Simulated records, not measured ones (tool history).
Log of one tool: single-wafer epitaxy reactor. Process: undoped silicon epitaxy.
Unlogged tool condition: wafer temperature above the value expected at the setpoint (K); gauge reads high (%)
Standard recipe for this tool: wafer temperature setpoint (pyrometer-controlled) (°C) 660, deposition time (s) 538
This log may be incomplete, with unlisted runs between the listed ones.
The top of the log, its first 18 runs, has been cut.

run,hour,wafer temperature setpoint (pyrometer-controlled) (°C),deposition time (s),wafers since the last listed run,hours since the last pyrometer calibration,hours since the gauge calibration,"read-back reference wafer on the same gauge, thickness_nm",mean film thickness on the monitor wafer (angstrom)
19,373.6,660,538,88,1405.4,979.4,115.14,1115.16
20,402.3,660,538,101,1434.1,1008.1,114.761,1115.4
21,433.1,650,538,108,1464.9,1038.9,115.031,892.68
22,463,660,538,105,1494.8,1068.8,115.209,1112.73
# hour 465.6: gauge calibrated
23,484.6,660,538,76,1516.4,19,114.93,1121.93
24,518.7,646,500,120,1550.5,53.1,115.074,762.18
25,549.3,666,589,108,1581.1,83.7,115.059,1413.39
26,574.5,647,623,88,1606.3,108.9,114.913,969.45
27,593.2,674,468,66,1625,127.6,115.19,1340.01
28,621.4,660,538,99,1653.2,155.8,114.9,1130.63
29,650.7,660,538,103,1682.5,185.1,115.15,1134.02
# hour 676.7: pyrometer calibrated
30,677.2,660,538,65,0.5,211.6,114.994,1058.6
31,708.6,647,500,110,31.9,243,114.955,738.35
32,744.2,660,538,125,67.5,278.6,114.993,1063
33,761.1,667,631,59,84.4,295.5,114.863,1470.77
34,780.8,652,538,69,104.1,315.2,114.974,886.84
35,803.9,649,584,81,127.2,338.3,114.986,907.08
36,822.8,646,497,66,146.1,357.2,115.195,710.12
37,845.4,650,433,79,168.7,379.8,114.829,687.01
38,864.6,660,538,67,187.9,399,115.036,1058.73
39,900.2,660,538,125,223.5,434.6,115.067,1072.77
40,920.1,660,635,70,243.4,454.5,114.856,1276.9
41,946.3,667,483,92,269.6,480.7,114.924,1140.32
42,962.8,674,451,58,286.1,497.2,115.021,1238.36

Alternative continuations, all from the tool just after run 42; predict every row:
A,963.3,660,587,1,286.6,497.7,?,?
B,963.3,653,597,1,286.6,497.7,?,?
C,963.3,653,442,1,286.6,497.7,?,?
D,963.3,651,642,1,286.6,497.7,?,?

run,"read-back reference wafer on the same gauge, thickness_nm",mean film thickness on the monitor wafer (angstrom)
A,115.053,1188
B,115.053,1030.67
C,115.053,763.07
D,115.053,1058.65
Without the tool's hidden state the same runs would have given:
run,mean film thickness on the monitor wafer (angstrom)
A,1173.16
B,1017.59
C,753.39
D,1045.15
